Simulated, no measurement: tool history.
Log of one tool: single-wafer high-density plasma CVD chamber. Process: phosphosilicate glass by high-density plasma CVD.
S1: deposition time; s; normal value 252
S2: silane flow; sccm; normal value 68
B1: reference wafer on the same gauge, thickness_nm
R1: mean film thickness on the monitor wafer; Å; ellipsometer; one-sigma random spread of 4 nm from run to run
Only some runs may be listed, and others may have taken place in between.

Run 1, hour 0.0: usual settings; B1 1719.354. Result: R1 17395.62 Å.
Run 2, hour 71.8: usual settings; B1 1719.693. Result: R1 17437.61 Å.
Run 3, hour 110.9: usual settings; B1 1719.943. Result: R1 17382.54 Å.
Run 4, hour 153.6: usual settings; B1 1719.133. Result: R1 17393.28 Å.
Run 5, hour 187.9: usual settings; B1 1720.287. Result: R1 17333.19 Å.
Run 6, hour 251.0: usual settings; B1 1720.181. Result: R1 17406.28 Å.
Run 7, hour 304.5: usual settings but S1 223 s; B1 1720.254. Result: R1 15335.63 Å.
Run 8, hour 374.8: usual settings; B1 1720.306. Result: R1 17408.04 Å.
Run 9, hour 423.2: usual settings but S1 214 s; B1 1720.881. Result: R1 14800.77 Å.
Run 10, hour 450.5: usual settings but S1 214 s; B1 1720.361. Result: R1 14724.52 Å.
Run 11, hour 498.1: usual settings; B1 1720.508. Result: R1 17383.86 Å.
Run 12, hour 568.1: usual settings; B1 1720.533. Result: R1 17415.21 Å.
Run 13, hour 608.5: usual settings; B1 1719.700. Result: R1 17379.66 Å.
Run 14, hour 661.6: usual settings but S1 235 s; B1 1719.704. Result: R1 16167.57 Å.
At hour 672.9: silane flow controller replaced.
Run 15, hour 689.5: usual settings but S1 206 s, S2 56 sccm; B1 1720.563. Result: R1 11694.29 Å.
Run 16, hour 740.3: usual settings but S2 56 sccm; B1 1720.218. Result: R1 14304.03 Å.
Run 17, hour 807.3: usual settings but S1 270 s, S2 78 sccm; B1 1720.333. Result: R1 21425.80 Å.
Run 18, hour 848.3: usual settings but S1 204 s, S2 80 sccm; B1 1719.447. Result: R1 16603.23 Å.
Run 19, hour 878.1: usual settings but S1 272 s; B1 1719.614. Result: R1 18762.94 Å.
Run 20, hour 906.3: usual settings but S1 237 s, S2 76 sccm; B1 1719.956. Result: R1 18340.18 Å.
Run 21, hour 966.6: usual settings; B1 1720.294. Result: R1 17395.77 Å.
At hour 986.4: gauge calibrated.
Run 22, hour 1022.1: usual settings; B1 1720.898. Result: R1 17351.74 Å.
Run 23, hour 1077.1: usual settings; B1 1719.342. Result: R1 17425.61 Å.
Run 24, hour 1102.1: usual settings; B1 1719.804. Result: R1 17388.64 Å.
Run 25, hour 1172.3: usual settings but S1 205 s, S2 56 sccm; B1 1721.033. Result: R1 11669.75 Å.
Run 26, hour 1203.9: usual settings but S1 225 s, S2 75 sccm; B1 1720.005. Result: R1 17186.43 Å.
Run 27, hour 1259.6: usual settings but S2 62 sccm; B1 1720.064. Result: R1 15837.40 Å.
Run 28, hour 1291.7: usual settings but S1 223 s, S2 64 sccm; B1 1720.342. Result: R1 14496.03 Å.

Branching from run 28: 5 alternative next runs. What would each branch give?
Run A, hour 1292.2: usual settings but S1 302 s; B1 ?. Result: R1 ?.
Run B, hour 1292.2: usual settings but S2 57 sccm; B1 ?. Result: R1 ?.
Run C, hour 1292.2: usual settings but S1 292 s; B1 ?. Result: R1 ?.
Run D, hour 1292.2: usual settings but S1 288 s, S2 60 sccm; B1 ?. Result: R1 ?.
Run E, hour 1292.2: usual settings but S1 206 s, S2 62 sccm; B1 ?. Result: R1 ?.

run        B1        R1
  A  1719.623  20853.24
  B  1719.623  14585.89
  C  1719.623  20162.73
  D  1719.623  17546.94
  E  1719.623  12969.30
Without the tool's hidden state the same runs would have given:
run        R1
  A  20853.24
  B  14585.89
  C  20162.73
  D  17546.94
  E  12969.30
